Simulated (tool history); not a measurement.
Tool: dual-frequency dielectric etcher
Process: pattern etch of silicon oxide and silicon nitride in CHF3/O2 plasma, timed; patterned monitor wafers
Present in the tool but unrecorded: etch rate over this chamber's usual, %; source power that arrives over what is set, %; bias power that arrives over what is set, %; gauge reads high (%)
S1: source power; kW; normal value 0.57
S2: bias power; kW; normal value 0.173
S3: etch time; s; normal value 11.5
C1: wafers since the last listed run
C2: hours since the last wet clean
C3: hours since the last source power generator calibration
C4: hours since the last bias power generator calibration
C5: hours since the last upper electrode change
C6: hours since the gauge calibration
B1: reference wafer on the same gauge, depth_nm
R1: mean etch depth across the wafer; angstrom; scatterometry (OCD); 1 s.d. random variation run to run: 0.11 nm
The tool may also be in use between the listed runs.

run    hour    S1     S2    S3    C1     C2      C3      C4      C5      C6     B1     R1
  1       0  0.57  0.173  11.5     0  539.6  4184.3  3446.5  1945.6  1775.4  12.89  158.1
       42.1  -- bias power generator calibrated
  2    63.9  0.57  0.173  11.5   752  603.5  4248.2    21.8  2009.5  1839.3  12.91  154.3
      154.6  -- wet clean of the chamber
  3   155.1  0.57  0.173  11.5   844    0.5  4339.4     113  2100.7  1930.5  12.88  153.9
  4     298  0.57  0.173  11.5  1795  143.4  4482.3   255.9  2243.6  2073.4   12.9  153.8
  5   378.1  0.57  0.173  11.5  1006  223.5  4562.4     336  2323.7  2153.5  12.92  154.5
  6   451.8  0.57  0.173  11.5   926  297.2  4636.1   409.7  2397.4  2227.2  12.89  152.3
  7   505.4  0.57  0.173  11.5   673  350.8  4689.7   463.3    2451  2280.8  12.91  153.9
      516.5  -- bias power generator calibrated, repeated, since the last time left the tool worse
  8   611.2  0.57  0.173  11.5  1279  456.6  4795.5    94.7  2556.8  2386.6  12.92  158.8
  9   665.9  0.47  0.173  11.5   687  511.3  4850.2   149.4  2611.5  2441.3  12.91  147.4
 10   721.1  0.48  0.145     9   693  566.5  4905.4   204.6  2666.7  2496.5  12.92  105.6
 11   786.3  0.52  0.173  11.5   819  631.7  4970.6   269.8  2731.9  2561.7   12.9  153.7
      834.9  -- wet clean of the chamber
 12   889.7  0.61  0.159     9   997   54.8    5074   373.2  2835.3  2665.1  12.89    122
      946.6  -- source power generator calibrated
 13   957.5  0.52  0.173    14   801  122.6    10.9     441  2903.1  2732.9  12.89  187.3
     1013.4  -- upper electrode replaced
 14  1034.7  0.53  0.173    13   668  199.8    88.1   518.2    21.3  2810.1  12.88  175.3
 15  1130.9  0.57  0.173  11.5  1208    296   184.3   614.4   117.5  2906.3   12.9  157.5
 16  1237.1  0.57  0.173  11.5  1334  402.2   290.5   720.6   223.7  3012.5   12.9  157.5
 17  1329.2  0.63  0.157    14  1157  494.3   382.6   812.7   315.8  3104.6   12.9  192.3
 18  1432.7  0.57  0.155  14.5  1300  597.8   486.1   916.2   419.3  3208.1  12.89  187.7
     1475.1  -- gauge calibrated
       1487  -- wet clean of the chamber
 19  1513.9  0.57  0.173  11.5   718   26.9   567.3   997.4   500.5    38.8  12.91  158.1
 20  1564.7  0.57  0.185  11.5   638   77.7   618.1  1048.2   551.3    89.6   12.9  163.6
 21  1815.3  0.49  0.173  11.5  3149  328.3   868.7  1298.8   801.9   340.2   12.9  149.2
 22  1872.1  0.57  0.173  13.5   713  385.1   925.5  1355.6   858.7     397  12.88  186.7
 23  2002.4  0.69  0.154    13  1637  515.4  1055.8  1485.9     989   527.3  12.93  180.9
 24  2044.7  0.48  0.145     9   531  557.7  1098.1  1528.2  1031.3   569.6   12.9    105
     2107.7  -- wet clean of the chamber
 25  2108.2  0.57  0.173  11.5   496    0.5  1161.6  1591.7  1094.8   633.1   12.9  157.1
 26  2157.2  0.57  0.147  11.5   615   49.5  1210.6  1640.7  1143.8   682.1  12.88  144.5
 27  2221.7  0.48  0.173  10.5   810    114  1275.1  1705.2  1208.3   746.6  12.89  135.1
 28  2279.6  0.46  0.207  11.5   727  171.9    1333  1763.1  1266.2   804.5  12.87  158.4
 29  2372.5  0.46  0.173    10  1167  264.8  1425.9    1856  1359.1   897.4  12.91    126
 30  2438.1  0.57  0.173  11.5   824  330.4  1491.5  1921.6  1424.7     963  12.87  158.9

Alternative continuations, all from the tool just after run 30; predict every row:
  A  2438.5  0.57  0.173  11.5   5  330.8  1491.9  1922  1425.1  963.4   ?   ?
  B  2438.5  0.57   0.19  11.5   5  330.8  1491.9  1922  1425.1  963.4   ?   ?
  C  2438.5  0.57  0.131  11.5   5  330.8  1491.9  1922  1425.1  963.4   ?   ?

run    B1     R1
  A  12.9  157.6
  B  12.9  165.3
  C  12.9  135.7
Without the tool's hidden state the same runs would have given:
run     R1
  A  159.2
  B  167.1
  C  136.9

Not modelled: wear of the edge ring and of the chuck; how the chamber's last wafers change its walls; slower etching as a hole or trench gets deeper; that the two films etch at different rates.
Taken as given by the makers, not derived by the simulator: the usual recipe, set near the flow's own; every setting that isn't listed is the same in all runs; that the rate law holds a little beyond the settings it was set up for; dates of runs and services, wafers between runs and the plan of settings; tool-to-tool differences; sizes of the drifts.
